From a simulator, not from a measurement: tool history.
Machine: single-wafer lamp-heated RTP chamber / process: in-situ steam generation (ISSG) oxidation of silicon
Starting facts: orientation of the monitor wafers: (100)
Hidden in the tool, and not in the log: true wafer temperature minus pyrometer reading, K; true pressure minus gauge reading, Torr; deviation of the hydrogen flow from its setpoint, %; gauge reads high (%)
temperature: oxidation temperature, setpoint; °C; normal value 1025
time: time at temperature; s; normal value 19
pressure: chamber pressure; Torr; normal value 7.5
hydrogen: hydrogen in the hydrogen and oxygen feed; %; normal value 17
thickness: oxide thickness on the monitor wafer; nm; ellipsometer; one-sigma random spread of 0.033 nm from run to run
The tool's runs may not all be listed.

run	hour	temperature	time	pressure	hydrogen	wafers since the last listed run	wafers since the last pyrometer calibration	hours since the pressure gauge was zeroed	hours since the hydrogen flow controller was replaced	hours since the gauge calibration	read-back reference wafer on the same gauge, thickness	thickness
1	0	1025	19	7.5	17	0	2781	3910.4	2916.3	450.5	4.753	5.701
2	13.5	1025	19	7.5	17	184	2966	3923.9	2929.8	464	4.754	5.763
3	28.8	1025	14	7.5	17	209	3175	3939.2	2945.1	479.3	4.745	4.926
4	35.5	1025	14	7.5	17	91	3267	3945.9	2951.8	486	4.751	4.924
# hour 65: gauge calibrated
# hour 70.8: pressure gauge zeroed
5	77	1025	14	7.5	17	458	3725	6.2	2993.3	12	4.756	4.958
6	83.7	1025	19	7.5	17	91	3817	12.9	3000	18.7	4.752	5.766
7	99.3	1025	19	7.5	17	213	4030	28.5	3015.6	34.3	4.752	5.794
8	113	1025	19	6.9	17	187	4218	42.2	3029.3	48	4.754	5.713
9	124.4	1009	26	7.5	17	155	4374	53.6	3040.7	59.4	4.748	6.299
10	140.8	1025	24	7.5	17	224	4598	70	3057.1	75.8	4.75	6.574
# hour 153.7: hydrogen flow controller replaced
11	154.2	1006	19	8.9	12	73	4672	83.4	0.5	89.2	4.749	4.895
# hour 174.4: pyrometer window cleaned and pyrometer calibrated
12	174.9	1025	19	7.5	17	173	7	104.1	21.2	109.9	4.745	5.508
13	179.7	1025	19	7.5	17	65	72	108.9	26	114.7	4.752	5.56
14	188.4	1025	19	6.9	23	119	191	117.6	34.7	123.4	4.748	5.886
15	201.5	1025	19	7.5	17	179	371	130.7	47.8	136.5	4.754	5.58

Estimate the outcome of run 16 from the log above:
16	216.4	1031	19	7.5	17	203	575	145.6	62.7	151.4	?	?

{"run 16": {"read-back reference wafer on the same gauge, thickness": 4.75, "thickness": 5.672}}
Had the tool carried no hidden state, the very same run would have given thickness 5.62 nm.

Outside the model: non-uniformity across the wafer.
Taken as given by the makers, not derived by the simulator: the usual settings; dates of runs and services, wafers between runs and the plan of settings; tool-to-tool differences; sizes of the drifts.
